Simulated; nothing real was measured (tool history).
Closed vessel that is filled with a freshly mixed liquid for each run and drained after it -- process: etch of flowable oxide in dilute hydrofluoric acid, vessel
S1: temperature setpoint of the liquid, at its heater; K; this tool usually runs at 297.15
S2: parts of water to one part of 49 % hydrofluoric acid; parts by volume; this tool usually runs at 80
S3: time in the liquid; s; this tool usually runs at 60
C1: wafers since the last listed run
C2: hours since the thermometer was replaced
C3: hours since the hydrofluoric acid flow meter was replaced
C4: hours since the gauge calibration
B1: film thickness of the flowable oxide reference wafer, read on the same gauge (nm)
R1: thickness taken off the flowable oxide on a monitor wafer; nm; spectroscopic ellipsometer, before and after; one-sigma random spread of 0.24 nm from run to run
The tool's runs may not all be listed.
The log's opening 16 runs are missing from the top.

run   hour      S1   S2  S3    C1     C2      C3     C4     B1     R1
     156.2  -- thermometer replaced
 17  199.4  294.65   80  40  4916   43.2  2512.3  393.5  49.98  23.77
 18  211.5  297.15   80  60  1373   55.3  2524.4  405.6  50.02  39.12
 19  229.3  297.15   90  60  2021   73.1  2542.2  423.4  49.99  34.67
     230.8  -- hydrofluoric acid flow meter replaced
 20  243.9  297.15   80  60  1544   87.7    13.1  438.0  49.97  39.18
 21  250.5  297.15   80  60   749   94.3    19.7  444.6  49.99  39.10
 22  257.1  294.65  115  95   749  100.9    26.3  451.2  49.97  37.50
 23  265.5  297.15   80  60   953  109.3    34.7  459.6  50.01  39.58
 24  280.0  295.65  120  35  1646  123.8    49.2  474.1  50.04  13.61
 25  292.8  297.15   40  45  1453  136.6    62.0  486.9  49.98  62.89
 26  304.6  299.65   80  95  1339  148.4    73.8  498.7  49.98  69.15
 27  314.3  297.15   80  85  1101  158.1    83.5  508.4  50.01  55.89
 28  320.7  300.65   80  60   726  164.5    89.9  514.8  50.02  45.80
 29  335.6  298.65  105  80  1691  179.4   104.8  529.7  50.01  41.21
 30  353.4  297.15   80  60  2021  197.2   122.6  547.5  50.00  39.62
     355.2  -- gauge calibrated
 31  406.1  297.15   40  60  5983  249.9   175.3   50.9  50.05  84.91
 32  421.3  295.15   80  60  1725  265.1   190.5   66.1  50.00  36.92
 33  434.8  301.65   70  35  1532  278.6   204.0   79.6  50.01  32.02
 34  451.3  297.15  120  60  1873  295.1   220.5   96.1  49.99  25.01
 35  462.5  297.15   80  60  1271  306.3   231.7  107.3  49.99  40.00

Branching from run 35: 3 alternative next runs. What would each branch give?
  A  463.2  297.15  80  60  79  307.0  232.4  108.0   ?   ?
  B  463.2  299.15  55  40  79  307.0  232.4  108.0   ?   ?
  C  463.2  301.65  50  30  79  307.0  232.4  108.0   ?   ?

run     B1     R1
  A  50.04  39.44
  B  50.04  42.86
  C  50.04  39.34
Stripped of hidden state, with their random variation kept, the same runs would have yielded:
run     R1
  A  38.43
  B  41.75
  C  38.34
